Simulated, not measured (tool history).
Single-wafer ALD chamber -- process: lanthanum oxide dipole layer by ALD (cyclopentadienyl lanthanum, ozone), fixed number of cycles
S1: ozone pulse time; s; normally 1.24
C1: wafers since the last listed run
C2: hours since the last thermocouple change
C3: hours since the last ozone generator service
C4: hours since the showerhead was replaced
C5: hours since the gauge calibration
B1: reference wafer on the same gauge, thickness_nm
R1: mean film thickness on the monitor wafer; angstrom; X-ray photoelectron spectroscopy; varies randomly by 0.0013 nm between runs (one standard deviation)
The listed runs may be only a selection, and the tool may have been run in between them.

run   hour    S1   C1      C2      C3      C4     C5     B1    R1
  1    0.0  1.00    0  1658.3   996.5  4244.3  123.0  0.521  4.09
  2   29.7  1.00  388  1688.0  1026.2  4274.0  152.7  0.521  4.07
  3   47.7  0.96  235  1706.0  1044.2  4292.0  170.7  0.521  3.99
      61.2  -- gauge calibrated
  4   69.9  0.96  290  1728.2  1066.4  4314.2    8.7  0.521  3.99
  5   90.4  0.96  268  1748.7  1086.9  4334.7   29.2  0.521  4.00
  6  124.1  1.53  440  1782.4  1120.6  4368.4   62.9  0.521  4.80
  7  145.5  1.53  279  1803.8  1142.0  4389.8   84.3  0.521  4.80
  8  174.7  1.53  382  1833.0  1171.2  4419.0  113.5  0.521  4.78
     200.4  -- thermocouple changed; heater temperature recalibrated
  9  208.1  1.24  332     7.7  1204.6  4452.4  146.9  0.521  4.46
     223.3  -- showerhead replaced
     231.5  -- ozone generator serviced
 10  232.0  1.24  103    31.6     0.5     8.7  170.8  0.521  5.00
     235.6  -- gauge calibrated
 11  243.8  1.39  154    43.4    12.3    20.5    8.2  0.521  5.11
 12  272.9  1.49  380    72.5    41.4    49.6   37.3  0.521  5.14
 13  302.3  0.95  384   101.9    70.8    79.0   66.7  0.520  4.52
 14  319.4  1.56  223   119.0    87.9    96.1   83.8  0.521  5.17
 15  332.7  1.24  173   132.3   101.2   109.4   97.1  0.521  4.90
 16  350.7  1.04  235   150.3   119.2   127.4  115.1  0.521  4.61

Consider 5 possible next runs. They are alternatives, not a sequence: every one starts from the tool as it was left by run 16. What does each give?
  A  351.1  1.61   5  150.7  119.6  127.8  115.5   ?   ?
  B  351.1  1.47   5  150.7  119.6  127.8  115.5   ?   ?
  C  351.1  1.05   5  150.7  119.6  127.8  115.5   ?   ?
  D  351.1  0.97   5  150.7  119.6  127.8  115.5   ?   ?
  E  351.1  1.62   5  150.7  119.6  127.8  115.5   ?   ?

run     B1    R1
  A  0.521  5.17
  B  0.521  5.07
  C  0.521  4.61
  D  0.521  4.48
  E  0.521  5.17
With the hidden condition removed and each run's random variation left untouched, the same runs would have given:
run    R1
  A  5.28
  B  5.21
  C  4.83
  D  4.71
  E  5.29
